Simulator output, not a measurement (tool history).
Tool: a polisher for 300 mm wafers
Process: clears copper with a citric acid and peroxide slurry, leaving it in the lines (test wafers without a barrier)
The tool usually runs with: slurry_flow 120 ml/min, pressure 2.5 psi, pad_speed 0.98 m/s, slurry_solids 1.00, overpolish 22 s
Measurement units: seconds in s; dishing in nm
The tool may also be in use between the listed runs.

run,hour,slurry_flow,pressure,pad_speed,slurry_solids,overpolish,"incoming thickness of the incoming film, nm",seconds,dishing
1,0.0,120,2.5,0.98,1.00,22,230.7,108.3,29.5
2,11.1,120,2.5,0.98,1.00,22,239.3,110.9,29.1
3,18.6,120,2.5,0.98,1.00,22,234.9,109.2,28.0
4,27.7,120,2.5,0.98,1.00,22,234.6,112.8,28.1
5,40.0,145,2.5,0.98,0.75,22,235.1,121.9,26.3
6,47.9,120,2.5,0.98,1.00,22,235.9,117.3,27.7
7,64.2,120,3.1,0.98,0.75,22,230.9,109.5,28.7
# hour 84.8: worn pad replaced by a new one
8,85.3,150,2.2,0.98,1.20,22,238.8,107.3,30.6
9,94.2,120,1.6,0.98,1.30,22,236.0,134.5,24.3
10,108.0,120,2.5,0.98,1.00,22,238.7,105.8,30.4
11,117.2,90,2.5,0.98,0.75,17,232.6,119.9,22.0
12,127.7,120,2.5,0.98,1.00,22,236.0,105.9,29.9
# hour 130.2: slurry nozzle cleaned
13,138.0,120,2.5,0.98,1.00,22,234.7,106.0,30.9
14,148.5,120,2.5,0.68,0.70,22,235.2,163.7,21.0
15,159.7,85,2.5,0.98,1.30,22,233.7,109.6,28.3
16,172.5,120,2.5,0.98,1.00,22,237.9,112.5,28.8
17,183.3,120,2.5,0.98,1.00,22,239.8,117.6,29.0
18,189.5,160,2.5,0.98,1.15,12,238.3,106.2,17.8
# hour 210.9: worn pad replaced by a new one
19,238.5,120,2.1,0.86,1.00,22,234.7,134.6,24.6
# hour 248.5: head pressure recalibrated
20,273.4,120,2.5,0.98,1.00,22,231.4,107.5,28.5
21,280.6,120,2.9,0.70,1.00,22,234.3,127.9,25.7
22,293.1,120,2.5,1.26,1.00,22,234.9,91.3,33.2
23,309.8,120,2.2,0.74,1.00,15,236.2,155.0,15.7
24,320.2,140,2.9,0.98,1.00,22,235.3,103.2,31.5
# hour 332.0: slurry blender recalibrated
# hour 340.4: worn pad replaced by a new one
25,340.9,150,2.5,0.98,1.00,26,235.0,100.0,35.0
26,353.1,100,2.5,0.98,0.75,22,234.5,119.0,26.4
# hour 365.3: slurry nozzle cleaned
27,369.2,120,2.5,1.26,1.00,11,234.7,85.7,20.1

5 options for the next run, each taken on its own from the tool as it stands now. Forecast them:
A,369.7,120,2.5,0.98,1.00,22,236.5,?,?
B,369.7,120,2.8,0.98,1.00,22,236.5,?,?
C,369.7,120,2.5,0.98,1.25,35,236.5,?,?
D,369.7,120,2.5,0.98,1.30,26,236.5,?,?
E,369.7,105,3.2,0.98,1.00,22,236.5,?,?

run,seconds,dishing
A,106.2,30.1
B,97.4,32.5
C,99.6,44.4
D,98.6,36.3
E,90.3,34.7
Stripped of hidden state, with their random variation kept, the same runs would have yielded:
run,seconds,dishing
A,104.2,30.6
B,95.5,33.0
C,97.7,45.0
D,96.7,36.8
E,88.6,35.2
